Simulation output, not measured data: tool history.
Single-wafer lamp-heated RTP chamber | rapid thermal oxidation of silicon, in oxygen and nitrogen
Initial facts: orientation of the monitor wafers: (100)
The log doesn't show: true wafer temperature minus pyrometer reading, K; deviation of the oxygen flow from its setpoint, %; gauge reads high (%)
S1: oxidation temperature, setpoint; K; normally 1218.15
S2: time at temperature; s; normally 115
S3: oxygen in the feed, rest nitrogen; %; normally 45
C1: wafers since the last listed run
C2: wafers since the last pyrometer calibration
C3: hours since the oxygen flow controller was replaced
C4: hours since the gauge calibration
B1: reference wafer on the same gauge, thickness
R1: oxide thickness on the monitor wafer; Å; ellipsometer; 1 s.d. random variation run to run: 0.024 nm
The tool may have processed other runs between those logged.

Run 1, day 0.000: usual settings but S1 1237.15 K; C1 0; C2 5; C3 4150.3; C4 522.2; B1 4.714. Result: R1 48.08 Å.
Run 2, day 1.008: usual settings but S1 1237.15 K; C1 237; C2 242; C3 4174.5; C4 546.4; B1 4.696. Result: R1 48.33 Å.
Run 3, day 1.938: usual settings; C1 218; C2 461; C3 4196.8; C4 568.7; B1 4.691. Result: R1 42.18 Å.
Run 4, day 3.092: usual settings; C1 271; C2 733; C3 4224.5; C4 596.4; B1 4.697. Result: R1 42.46 Å.
Run 5, day 3.621: usual settings; C1 124; C2 857; C3 4237.2; C4 609.1; B1 4.684. Result: R1 42.91 Å.
Run 6, day 4.588: usual settings but S3 58 %; C1 227; C2 1085; C3 4260.4; C4 632.3; B1 4.698. Result: R1 45.85 Å.
Run 7, day 5.488: usual settings but S3 58 %; C1 211; C2 1297; C3 4282.0; C4 653.9; B1 4.704. Result: R1 46.49 Å.
Run 8, day 6.662: usual settings but S3 58 %; C1 276; C2 1573; C3 4310.2; C4 682.1; B1 4.704. Result: R1 46.96 Å.
Run 9, day 7.954: usual settings but S1 1200.15 K, S2 99 s; C1 304; C2 1878; C3 4341.2; C4 713.1; B1 4.694. Result: R1 37.33 Å.
Run 10, day 9.175: usual settings but S1 1200.15 K, S2 99 s; C1 287; C2 2165; C3 4370.5; C4 742.4; B1 4.709. Result: R1 37.33 Å.
At day 10.025: gauge calibrated.
At day 10.312: oxygen flow controller replaced.
At day 10.621: pyrometer window cleaned and pyrometer calibrated.
Run 11, day 10.642: usual settings; C1 193; C2 4; C3 7.9; C4 14.8; B1 4.694. Result: R1 42.70 Å.
Run 12, day 11.029: usual settings; C1 91; C2 95; C3 17.2; C4 24.1; B1 4.703. Result: R1 42.59 Å.
Run 13, day 12.221: usual settings; C1 280; C2 376; C3 45.8; C4 52.7; B1 4.706. Result: R1 42.67 Å.
Run 14, day 13.312: usual settings but S3 33 %; C1 257; C2 633; C3 72.0; C4 78.9; B1 4.702. Result: R1 38.86 Å.
Run 15, day 14.692: usual settings; C1 324; C2 958; C3 105.1; C4 112.0; B1 4.682. Result: R1 42.65 Å.
Run 16, day 15.300: usual settings but S1 1247.15 K, S2 59 s, S3 68 %; C1 143; C2 1101; C3 119.7; C4 126.6; B1 4.694. Result: R1 45.81 Å.
Run 17, day 16.025: usual settings but S1 1195.15 K, S3 55 %; C1 170; C2 1271; C3 137.1; C4 144.0; B1 4.688. Result: R1 39.34 Å.
Run 18, day 16.875: usual settings but S1 1204.15 K, S3 58 %; C1 200; C2 1472; C3 157.5; C4 164.4; B1 4.706. Result: R1 42.67 Å.
Run 19, day 18.121: usual settings but S3 74 %; C1 293; C2 1765; C3 187.4; C4 194.3; B1 4.711. Result: R1 51.31 Å.
Run 20, day 18.992: usual settings but S1 1201.15 K, S2 64 s; C1 205; C2 1970; C3 208.3; C4 215.2; B1 4.696. Result: R1 32.39 Å.
At day 20.371: pyrometer window cleaned and pyrometer calibrated.
Run 21, day 20.429: usual settings but S1 1226.15 K, S2 86 s, S3 62 %; C1 259; C2 13; C3 242.8; C4 249.7; B1 4.700. Result: R1 44.21 Å.
Run 22, day 21.117: usual settings; C1 161; C2 175; C3 259.3; C4 266.2; B1 4.692. Result: R1 42.32 Å.
Run 23, day 21.683: usual settings; C1 133; C2 309; C3 272.9; C4 279.8; B1 4.690. Result: R1 42.55 Å.
Run 24, day 23.108: usual settings but S1 1243.15 K, S3 65 %; C1 335; C2 644; C3 307.1; C4 314.0; B1 4.705. Result: R1 57.92 Å.
Run 25, day 24.446: usual settings; C1 314; C2 959; C3 339.2; C4 346.1; B1 4.703. Result: R1 43.05 Å.
Run 26, day 25.083: usual settings; C1 150; C2 1109; C3 354.5; C4 361.4; B1 4.695. Result: R1 43.14 Å.
Run 27, day 26.033: usual settings but S1 1236.15 K, S2 71 s, S3 26 %; C1 223; C2 1333; C3 377.3; C4 384.2; B1 4.695. Result: R1 35.16 Å.
Run 28, day 27.279: usual settings but S1 1240.15 K, S2 168 s, S3 33 %; C1 293; C2 1626; C3 407.2; C4 414.1; B1 4.700. Result: R1 54.85 Å.
Run 29, day 29.483: usual settings; C1 518; C2 2145; C3 460.1; C4 467.0; B1 4.687. Result: R1 44.75 Å.
At day 30.308: pyrometer window cleaned and pyrometer calibrated.
Run 30, day 30.329: usual settings; C1 120; C2 5; C3 480.4; C4 487.3; B1 4.688. Result: R1 42.41 Å.
Run 31, day 31.008: usual settings but S1 1226.15 K, S2 66 s, S3 55 %; C1 159; C2 165; C3 496.7; C4 503.6; B1 4.704. Result: R1 38.77 Å.
Run 32, day 32.179: usual settings but S1 1199.15 K, S2 67 s; C1 275; C2 440; C3 524.8; C4 531.7; B1 4.695. Result: R1 31.41 Å.
Run 33, day 33.296: usual settings but S2 147 s, S3 34 %; C1 262; C2 703; C3 551.6; C4 558.5; B1 4.695. Result: R1 43.18 Å.
Run 34, day 33.817: usual settings; C1 122; C2 826; C3 564.1; C4 571.0; B1 4.701. Result: R1 43.33 Å.
Run 35, day 34.800: usual settings but S1 1229.15 K, S2 147 s; C1 231; C2 1057; C3 587.7; C4 594.6; B1 4.684. Result: R1 51.32 Å.
Run 36, day 36.196: usual settings; C1 328; C2 1386; C3 621.2; C4 628.1; B1 4.707. Result: R1 44.02 Å.
Run 37, day 36.900: usual settings but S3 30 %; C1 165; C2 1552; C3 638.1; C4 645.0; B1 4.702. Result: R1 38.95 Å.

Some steps in R1, run to run, broken into two amounts with sign: the step expected even without the hidden condition (settings, incoming material, random variation), and the rest, left for the hidden condition together with whatever gauge scatter is not in both the measured and the hidden-condition-free result:
Run 10 -> 11: S1 1200.15 -> 1218.15, S2 99 -> 115, gauge calibrated, oxygen flow controller replaced, pyrometer window cleaned and pyrometer calibrated. R1 +5.37 Å: hidden state -1.42, all else +6.79.
Run 19 -> 20: S1 1218.15 -> 1201.15, S2 115 -> 64, S3 74 -> 45. R1 -18.92 Å: hidden state -1.06, all else -17.86.
Run 23 -> 24: S1 1218.15 -> 1243.15, S3 45 -> 65. R1 +15.37 Å: hidden state +0.44, all else +14.93.
Run 27 -> 28: S1 1236.15 -> 1240.15, S2 71 -> 168, S3 26 -> 33. R1 +19.69 Å: hidden state +1.38, all else +18.31.
Run 29 -> 30: pyrometer window cleaned and pyrometer calibrated. R1 -2.34 Å: hidden state -2.11, all else -0.23.
